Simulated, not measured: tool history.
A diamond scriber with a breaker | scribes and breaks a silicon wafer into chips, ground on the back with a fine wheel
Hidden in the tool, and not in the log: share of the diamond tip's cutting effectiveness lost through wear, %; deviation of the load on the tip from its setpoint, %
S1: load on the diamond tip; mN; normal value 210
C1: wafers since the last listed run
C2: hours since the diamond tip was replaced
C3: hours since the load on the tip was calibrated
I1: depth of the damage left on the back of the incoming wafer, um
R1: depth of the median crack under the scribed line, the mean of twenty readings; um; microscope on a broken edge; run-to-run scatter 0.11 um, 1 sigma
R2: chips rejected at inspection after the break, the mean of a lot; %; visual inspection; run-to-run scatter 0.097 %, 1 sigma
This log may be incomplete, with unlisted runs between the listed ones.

run 1 day=0 | S1=233 | C1=0 C2=482.6 C3=152.8 | I1=2.55 | R1=8.65 R2=2.8
run 2 day=4.121 | S1=233 | C1=203 C2=581.5 C3=251.7 | I1=2.07 | R1=8.4 R2=2.05
run 3 day=8.508 | S1=210 | C1=216 C2=686.8 C3=357 | I1=1.62 | R1=7.66 R2=4.25
run 4 day=11.65 | S1=210 | C1=155 C2=762.2 C3=432.4 | I1=2.81 | R1=7.4 R2=8.89
run 5 day=13.546 | S1=210 | C1=93 C2=807.7 C3=477.9 | I1=1.89 | R1=7.41 R2=6.73
run 6 day=15.158 | S1=210 | C1=79 C2=846.4 C3=516.6 | I1=2.83 | R1=7.27 R2=10.56
run 7 day=18.275 | S1=210 | C1=154 C2=921.2 C3=591.4 | I1=2.93 | R1=7.11 R2=13.21
run 8 day=22.721 | S1=246 | C1=219 C2=1027.9 C3=698.1 | I1=2.87 | R1=7.75 R2=5.94
run 9 day=26.25 | S1=246 | C1=174 C2=1112.6 C3=782.8 | I1=2.5 | R1=7.5 R2=5.94
-- day=28.367 diamond tip replaced by a new one
run 10 day=29.275 | S1=246 | C1=145 C2=21.8 C3=855.4 | I1=1.74 | R1=8.51 R2=1.26
-- day=32.279 load on the tip recalibrated
run 11 day=32.8 | S1=250 | C1=170 C2=106.4 C3=12.5 | I1=1.82 | R1=9.91 R2=3.53
run 12 day=34.908 | S1=250 | C1=104 C2=157 C3=63.1 | I1=2.22 | R1=9.96 R2=2.9
run 13 day=37.008 | S1=250 | C1=103 C2=207.4 C3=113.5 | I1=2.47 | R1=9.66 R2=3.21
run 14 day=39.879 | S1=210 | C1=141 C2=276.3 C3=182.4 | I1=2.66 | R1=8.33 R2=3.9
run 15 day=43.654 | S1=178 | C1=186 C2=366.9 C3=273 | I1=1.98 | R1=7 R2=9.22
run 16 day=46.708 | S1=152 | C1=151 C2=440.2 C3=346.3 | I1=2.06 | R1=6.02 R2=20.78
run 17 day=48.425 | S1=193 | C1=84 C2=481.4 C3=387.5 | I1=1.82 | R1=7.35 R2=6.52
run 18 day=52.542 | S1=187 | C1=203 C2=580.2 C3=486.3 | I1=2.27 | R1=6.89 R2=10.7
run 19 day=56.325 | S1=250 | C1=187 C2=671 C3=577.1 | I1=2.44 | R1=8.45 R2=2.54
run 20 day=59.612 | S1=210 | C1=162 C2=749.9 C3=656 | I1=2.92 | R1=7.43 R2=8.56
run 21 day=63.971 | S1=210 | C1=215 C2=854.5 C3=760.6 | I1=1.77 | R1=7.13 R2=7.2
run 22 day=66.575 | S1=183 | C1=128 C2=917 C3=823.1 | I1=1.71 | R1=6.19 R2=14.93
-- day=67.329 load on the tip recalibrated
run 23 day=70.754 | S1=210 | C1=202 C2=1017.3 C3=82.2 | I1=2.77 | R1=7.48 R2=8.1
run 24 day=73.588 | S1=190 | C1=140 C2=1085.3 C3=150.2 | I1=1.8 | R1=6.66 R2=11.87
-- day=74.858 diamond tip replaced by a new one
run 25 day=77.029 | S1=260 | C1=166 C2=52.1 C3=232.8 | I1=2.61 | R1=9.76 R2=3.47
run 26 day=79.033 | S1=244 | C1=99 C2=100.2 C3=280.9 | I1=1.91 | R1=9.17 R2=1.4
run 27 day=80.908 | S1=253 | C1=92 C2=145.2 C3=325.9 | I1=2.98 | R1=9.32 R2=3.68
run 28 day=82.675 | S1=210 | C1=87 C2=187.6 C3=368.3 | I1=2.34 | R1=7.92 R2=4.29
run 29 day=84.804 | S1=210 | C1=105 C2=238.7 C3=419.4 | I1=2.37 | R1=7.93 R2=5.06

Predict each of these 4 candidate next runs independently; none follows another, all start after run 29:
run A day=84.829 | S1=210 | C1=1 C2=239.3 C3=420 | I1=2.06 | R1=? R2=?
run B day=84.829 | S1=177 | C1=1 C2=239.3 C3=420 | I1=2.06 | R1=? R2=?
run C day=84.829 | S1=185 | C1=1 C2=239.3 C3=420 | I1=2.06 | R1=? R2=?
run D day=84.829 | S1=261 | C1=1 C2=239.3 C3=420 | I1=2.06 | R1=? R2=?

run=A R1=7.78 R2=3.5
run=B R1=6.72 R2=10.53
run=C R1=6.99 R2=8.25
run=D R1=9.28 R2=1.64
Had the tool no hidden state, the same runs would have come out as:
run=A R1=8.77 R2=1.4
run=B R1=7.58 R2=4.42
run=C R1=7.88 R2=3.12
run=D R1=10.47 R2=4.71
